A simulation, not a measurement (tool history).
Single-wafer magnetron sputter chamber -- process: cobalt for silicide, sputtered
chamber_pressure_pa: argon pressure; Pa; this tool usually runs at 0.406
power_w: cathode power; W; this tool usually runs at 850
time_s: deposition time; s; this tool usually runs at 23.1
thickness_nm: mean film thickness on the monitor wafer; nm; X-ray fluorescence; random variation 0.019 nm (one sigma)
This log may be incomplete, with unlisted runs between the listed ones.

run	hour	chamber_pressure_pa	power_w	time_s	wafers since the last listed run	wafers on the sputter target	hours since the last manometer calibration	hours since the magnet pack was replaced	hours since the gauge calibration	read-back reference wafer on the same gauge, thickness_nm	thickness_nm
1	0.0	0.282	850	23.1	0	2467	2308.0	8950.9	319.1	10.633	9.127
2	25.1	0.406	750	23.1	476	2943	2333.1	8976.0	344.2	10.633	7.986
3	57.1	0.406	950	23.1	607	3551	2365.1	9008.0	376.2	10.628	9.928
# hour 80.7: sputter target and shields replaced
4	81.2	0.406	950	23.1	305	10	2389.2	9032.1	400.3	10.634	9.911
5	108.5	0.406	850	23.1	518	528	2416.5	9059.4	427.6	10.625	8.959
6	121.0	0.406	850	23.1	237	765	2429.0	9071.9	440.1	10.632	8.928
# hour 154.2: capacitance manometer re-zeroed and calibrated
7	154.7	0.406	850	23.1	487	1253	0.5	9105.6	473.8	10.625	8.977
8	176.5	0.406	850	23.1	413	1666	22.3	9127.4	495.6	10.629	8.962
9	204.7	0.406	900	23.1	535	2201	50.5	9155.6	523.8	10.628	9.442
10	224.8	0.406	900	23.1	381	2583	70.6	9175.7	543.9	10.627	9.463
11	251.2	0.406	850	23.1	500	3084	97.0	9202.1	570.3	10.627	8.947
12	281.1	0.406	850	23.1	567	3651	126.9	9232.0	600.2	10.634	8.963
13	295.0	0.406	850	21.0	263	3915	140.8	9245.9	614.1	10.626	8.166
# hour 313.9: sputter target and shields replaced
14	320.3	0.406	850	21.4	328	120	166.1	9271.2	639.4	10.627	8.293
# hour 365.8: magnet pack replaced
15	376.3	0.326	950	23.1	910	1031	222.1	10.5	695.4	10.627	10.059
16	391.1	0.536	800	23.1	280	1312	236.9	25.3	710.2	10.626	8.316
17	425.9	0.406	850	23.1	660	1972	271.7	60.1	745.0	10.631	8.909
18	446.3	0.474	900	18.7	387	2359	292.1	80.5	765.4	10.632	7.548
19	459.6	0.527	750	20.8	252	2612	305.4	93.8	778.7	10.628	7.055
20	490.4	0.506	850	23.1	584	3196	336.2	124.6	809.5	10.632	8.830
21	508.9	0.257	950	24.3	351	3547	354.7	143.1	828.0	10.635	10.710
22	527.2	0.406	1050	23.1	347	3894	373.0	161.4	846.3	10.629	10.867
23	542.4	0.406	850	23.1	288	4183	388.2	176.6	861.5	10.632	8.971
# hour 555.0: sputter target and shields replaced
# hour 572.2: gauge calibrated
24	573.0	0.406	850	23.1	428	341	418.8	207.2	0.8	10.631	8.960
25	587.1	0.406	850	21.7	267	608	432.9	221.3	14.9	10.627	8.407
26	609.3	0.532	850	18.8	421	1029	455.1	243.5	37.1	10.625	7.132
27	636.0	0.340	650	19.4	506	1536	481.8	270.2	63.8	10.633	5.950
28	654.2	0.406	850	23.1	345	1881	500.0	288.4	82.0	10.629	8.957
29	683.2	0.283	850	26.5	550	2432	529.0	317.4	111.0	10.629	10.496
30	711.5	0.263	800	26.9	537	2969	557.3	345.7	139.3	10.628	10.100
# hour 740.8: sputter target and shields replaced
31	742.4	0.406	850	23.1	434	30	588.2	376.6	170.2	10.632	8.931
32	777.2	0.406	850	23.1	660	690	623.0	411.4	205.0	10.629	8.958
33	808.3	0.539	900	24.3	590	1280	654.1	442.5	236.1	10.633	9.719
34	834.2	0.406	1000	23.1	491	1772	680.0	468.4	262.0	10.628	10.425
35	856.7	0.337	650	25.2	426	2199	702.5	490.9	284.5	10.625	7.722

Alternative continuations, all from the tool just after run 35; predict every row:
A	857.1	0.406	850	23.1	7	2206	702.9	491.3	284.9	?	?
B	857.1	0.462	850	27.2	7	2206	702.9	491.3	284.9	?	?
C	857.1	0.506	700	23.1	7	2206	702.9	491.3	284.9	?	?
D	857.1	0.406	750	27.5	7	2206	702.9	491.3	284.9	?	?

run	read-back reference wafer on the same gauge, thickness_nm	thickness_nm
A	10.632	8.982
B	10.632	10.479
C	10.632	7.399
D	10.632	9.534
Take away the tool's hidden state, keep each run's random variation, and the runs would have read:
run	thickness_nm
A	8.982
B	10.479
C	7.399
D	9.534
